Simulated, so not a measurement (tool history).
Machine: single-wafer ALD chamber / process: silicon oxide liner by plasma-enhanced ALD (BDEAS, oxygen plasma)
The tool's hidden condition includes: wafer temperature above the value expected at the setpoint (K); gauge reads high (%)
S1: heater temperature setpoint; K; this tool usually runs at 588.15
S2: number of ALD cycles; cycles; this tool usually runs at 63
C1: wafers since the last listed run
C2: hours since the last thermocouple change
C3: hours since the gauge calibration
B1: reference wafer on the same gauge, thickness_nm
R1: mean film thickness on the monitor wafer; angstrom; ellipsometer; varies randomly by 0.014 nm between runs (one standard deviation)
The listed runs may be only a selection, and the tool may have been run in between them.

run   hour      S1  S2   C1      C2     C3     B1     R1
  1      0  588.15  73    0   855.9   24.4  6.405  66.88
  2   21.8  588.15  73  108   877.7   46.2  6.402   66.6
  3   97.9  588.15  56  378   953.8  122.3  6.401  51.26
  4  122.5  588.15  63  122   978.4  146.9  6.401  57.19
  5  138.8  588.15  63   81   994.7  163.2  6.402  57.52
  6  163.4  588.15  63  122  1019.3  187.8  6.398  57.57
  7  198.3  595.15  63  173  1054.2  222.7  6.393  56.93
  8  219.1  595.15  63  103    1075  243.5  6.392  56.98
  9  243.3  595.15  63  120  1099.2  267.7   6.39  57.02
 10  263.9  588.15  57  102  1119.8  288.3  6.387  51.99
 11  288.8  597.15  56  123  1144.7  313.2  6.383  50.64
 12  353.3  588.15  63  321  1209.2  377.7  6.379  57.44
 13  368.4  588.15  63   75  1224.3  392.8  6.371  57.14
 14  392.2  588.15  63  118  1248.1  416.6  6.372  57.12
 15  404.9  588.15  63   63  1260.8  429.3  6.369  57.28
 16  417.8  577.15  63   64  1273.7  442.2  6.361  57.87
 17  453.2  576.15  69  176  1309.1  477.6  6.358  63.45
 18    509  588.15  63  277  1364.9  533.4  6.347  56.82
     523.8  -- thermocouple changed; heater temperature recalibrated
 19  540.2  588.15  54  115    16.4  564.6  6.341  49.04
 20  573.8  588.15  70  167      50  598.2  6.331  63.23
 21    608  588.15  63  170    84.2  632.4  6.322  56.83
 22  622.7  599.15  69   73    98.9  647.1  6.321   61.5
     647.8  -- gauge calibrated
 23  651.4  588.15  67  142   127.6    3.6  6.405  61.24
 24  687.1  574.15  68  177   163.3   39.3  6.411  63.08
 25  715.2  595.15  63  139   191.4   67.4  6.409  57.36
 26  748.4  588.15  53  165   224.6  100.6  6.406  48.53
 27  770.9  588.15  63  112   247.1  123.1  6.403  57.52
 28  800.8  596.15  72  148     277    153  6.401  65.26
 29  830.9  576.15  51  149   307.1  183.1  6.401  47.33
 30  877.5  576.15  63  232   353.7  229.7  6.401  58.46
 31  894.9  576.15  69   86   371.1  247.1  6.395  64.08

For each entry between runs, how does the tool's hidden state at the last listed run before it compare with that at the first listed run after it?
From run 18 to run 19: thermocouple changed; heater temperature recalibrated (hour 523.8)
  gauge reads high (%): -1.15 -> -1.25
  measured result minus the result with no hidden state, R1: -0.66 -> -0.62 angstrom
From run 22 to run 23: gauge calibrated (hour 647.8)
  gauge reads high (%): -1.57 -> -0.171
  measured result minus the result with no hidden state, R1: -0.98 -> -0.1 angstrom
